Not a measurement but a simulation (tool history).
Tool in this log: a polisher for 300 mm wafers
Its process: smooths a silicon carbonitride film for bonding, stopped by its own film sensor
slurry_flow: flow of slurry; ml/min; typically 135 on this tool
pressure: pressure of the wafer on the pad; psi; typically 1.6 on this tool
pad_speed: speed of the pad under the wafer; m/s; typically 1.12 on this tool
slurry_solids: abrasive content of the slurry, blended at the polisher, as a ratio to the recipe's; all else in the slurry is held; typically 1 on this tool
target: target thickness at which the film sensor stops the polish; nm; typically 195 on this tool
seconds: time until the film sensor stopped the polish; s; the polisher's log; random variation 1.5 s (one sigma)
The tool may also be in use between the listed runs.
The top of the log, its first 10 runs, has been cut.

run    hour  slurry_flow  pressure  pad_speed  slurry_solids  target  incoming thickness of the incoming film, nm  seconds
 11   500.9          135       1.6       1.12            1.2     190                                        216.4    103.2
 12   694.5          135       1.6       1.12              1     195                                          221    105.2
      709.8  -- worn pad replaced by a new one
 13   753.8          135       1.6       1.12              1     195                                        222.6    114.3
      781.2  -- slurry blender recalibrated
 14   804.3          115       1.6       1.12              1     202                                        221.1     83.1
      828.7  -- slurry nozzle cleaned
 15   966.2          135       1.6       1.12              1     188                                        217.9    119.6
 16  1024.9          115       1.6       1.12              1     202                                        222.9     85.8
 17  1095.2          175       2.1       0.98              1     190                                        219.7     93.6
     1107.4  -- worn pad replaced by a new one
 18  1134.8          125       1.6       1.12              1     195                                        217.1     90.6
 19  1205.2          135       1.6       1.12              1     195                                        218.7     97.8
     1215.2  -- slurry blender recalibrated
 20  1252.2          135       1.6        1.4            1.1     191                                        220.2     95.8
     1294.8  -- head pressure recalibrated
 21    1304          135       1.6       1.12              1     195                                        218.4       95
 22  1371.9          105       1.6       1.12            0.7     195                                        216.7      106
 23  1409.9          135       2.2       1.38              1     199                                        220.3     53.2
 24  1480.9          135       1.6       1.48              1     188                                        218.2    100.7
 25  1511.9          100       1.6       1.12              1     195                                        217.5    101.4
     1546.8  -- worn pad replaced by a new one
 26  1575.7          135       1.6       1.12            1.2     195                                        223.6    109.7
 27  1603.5          105       1.6       1.32              1     198                                        220.8     89.2
     1613.8  -- slurry nozzle cleaned
     1638.4  -- slurry blender recalibrated
 28  1643.9          105         2       1.12            0.9     187                                        216.6      103
 29  1706.7          160       1.6       0.92              1     195                                        217.7    100.9
 30  1811.7          135       1.6       0.74              1     195                                        222.8    149.4

Alternative continuations, all from the tool just after run 30; predict every row:
  A  1812.2          170       1.6       1.12              1     195                                          221        ?
  B  1812.2          170       2.1       1.12            0.9     201                                          221        ?
  C  1812.2          125       1.6       0.74            0.8     190                                          221        ?
  D  1812.2          135       1.2       1.12              1     187                                          221        ?

run  seconds
  A     99.2
  B     60.6
  C    189.5
  D    179.5
With no hidden state in the tool, these same runs would have given:
run  seconds
  A     97.7
  B     59.7
  C      186
  D    176.3
